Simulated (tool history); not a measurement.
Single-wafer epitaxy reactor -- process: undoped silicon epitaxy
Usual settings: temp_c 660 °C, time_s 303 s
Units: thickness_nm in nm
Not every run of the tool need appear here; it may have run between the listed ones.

run    hour  temp_c  time_s  wafers since the last listed run  hours since the last pyrometer calibration  hours since the gauge calibration  read-back reference wafer on the same gauge, thickness_nm  thickness_nm
  1     0.0     660     303                                 0                                      1187.0                               91.2                                                     64.567        62.603
  2    12.2     660     303                                46                                      1199.2                              103.4                                                     64.620        62.376
  3    35.5     660     303                                89                                      1222.5                              126.7                                                     64.633        62.268
  4    71.3     648     303                               137                                      1258.3                              162.5                                                     64.612        49.193
  5   103.0     648     303                               121                                      1290.0                              194.2                                                     64.605        48.288
  6   119.6     648     303                                63                                      1306.6                              210.8                                                     64.617        48.449
  7   132.7     660     303                                50                                      1319.7                              223.9                                                     64.547        62.494
  8   168.7     660     303                               137                                      1355.7                              259.9                                                     64.599        62.933
  9   192.3     660     303                                90                                      1379.3                              283.5                                                     64.628        62.877
 10   216.8     660     303                                93                                      1403.8                              308.0                                                     64.571        62.455
 11   231.5     660     303                                56                                      1418.5                              322.7                                                     64.597        62.866
 12   339.0     660     303                               412                                      1526.0                              430.2                                                     64.561        62.950
 13   372.9     660     303                               129                                      1559.9                              464.1                                                     64.613        62.666
      406.0  -- pyrometer calibrated
 14   414.7     660     303                               129                                         8.7                              505.9                                                     64.526        59.569
 15   447.1     660     272                               124                                        41.1                              538.3                                                     64.561        53.379
 16   479.9     670     303                               125                                        73.9                              571.1                                                     64.569        72.836
 17   517.3     670     303                               143                                       111.3                              608.5                                                     64.545        72.450
      521.7  -- gauge calibrated
 18   535.2     660     303                                68                                       129.2                               13.5                                                     64.626        60.200
 19   566.0     660     303                               118                                       160.0                               44.3                                                     64.529        59.536
 20   589.5     656     303                                90                                       183.5                               67.8                                                     64.642        55.454
 21   608.9     660     303                                74                                       202.9                               87.2                                                     64.646        60.049
 22   624.3     651     265                                59                                       218.3                              102.6                                                     64.637        44.155
 23   639.3     665     270                                57                                       233.3                              117.6                                                     64.600        59.405
 24   667.6     668     334                               108                                       261.6                              145.9                                                     64.609        78.257
 25   688.6     660     248                                80                                       282.6                              166.9                                                     64.658        49.141
 26   720.7     673     303                               123                                       314.7                              199.0                                                     64.600        78.944
 27   740.8     648     354                                77                                       334.8                              219.1                                                     64.573        55.412
 28   754.6     672     345                                52                                       348.6                              232.9                                                     64.605        88.609
 29   779.0     660     352                                93                                       373.0                              257.3                                                     64.656        70.400
 30   804.6     660     303                                98                                       398.6                              282.9                                                     64.552        60.804
 31   836.6     660     303                               122                                       430.6                              314.9                                                     64.611        60.715
 32   856.0     660     277                                74                                       450.0                              334.3                                                     64.660        55.871
 33   890.4     665     270                               131                                       484.4                              368.7                                                     64.578        59.909
 34   918.2     660     303                               106                                       512.2                              396.5                                                     64.630        60.894
 35   930.9     660     303                                48                                       524.9                              409.2                                                     64.628        61.650
 36   948.0     670     303                                65                                       542.0                              426.3                                                     64.577        75.217
 37   984.0     652     270                               137                                       578.0                              462.3                                                     64.580        46.465
 38   999.0     654     349                                57                                       593.0                              477.3                                                     64.571        62.452
 39  1023.6     660     266                                94                                       617.6                              501.9                                                     64.637        53.500
     1036.0  -- gauge calibrated
 40  1051.5     666     353                               106                                       645.5                               15.5                                                     64.655        81.295
 41  1070.7     660     303                                73                                       664.7                               34.7                                                     64.529        61.269

Subtracting, for every run, the result it would have given without the tool's unlogged condition from the measured result gives the following. The same run-to-run variation enters both numbers; the gauge's scatter may not:
The hidden state here: wafer temperature above the value expected at the setpoint (K); gauge reads high (%).
run  thickness_nm
  1        +3.347
  2        +3.341
  3        +3.348
  4        +2.726
  5        +2.688
  6        +2.703
  7        +3.408
  8        +3.448
  9        +3.454
 10        +3.440
 11        +3.468
 12        +3.508
 13        +3.501
 14        -0.004
 15        +0.177
 16        +0.465
 17        +0.702
 18        +0.688
 19        +0.828
 20        +0.878
 21        +1.028
 22        +0.819
 23        +1.130
 24        +1.621
 25        +1.100
 26        +1.864
 27        +1.440
 28        +2.256
 29        +1.924
 30        +1.738
 31        +1.825
 32        +1.726
 33        +1.917
 34        +2.033
 35        +2.087
 36        +2.540
 37        +1.686
 38        +2.287
 39        +1.976
 40        +3.031
 41        +2.345
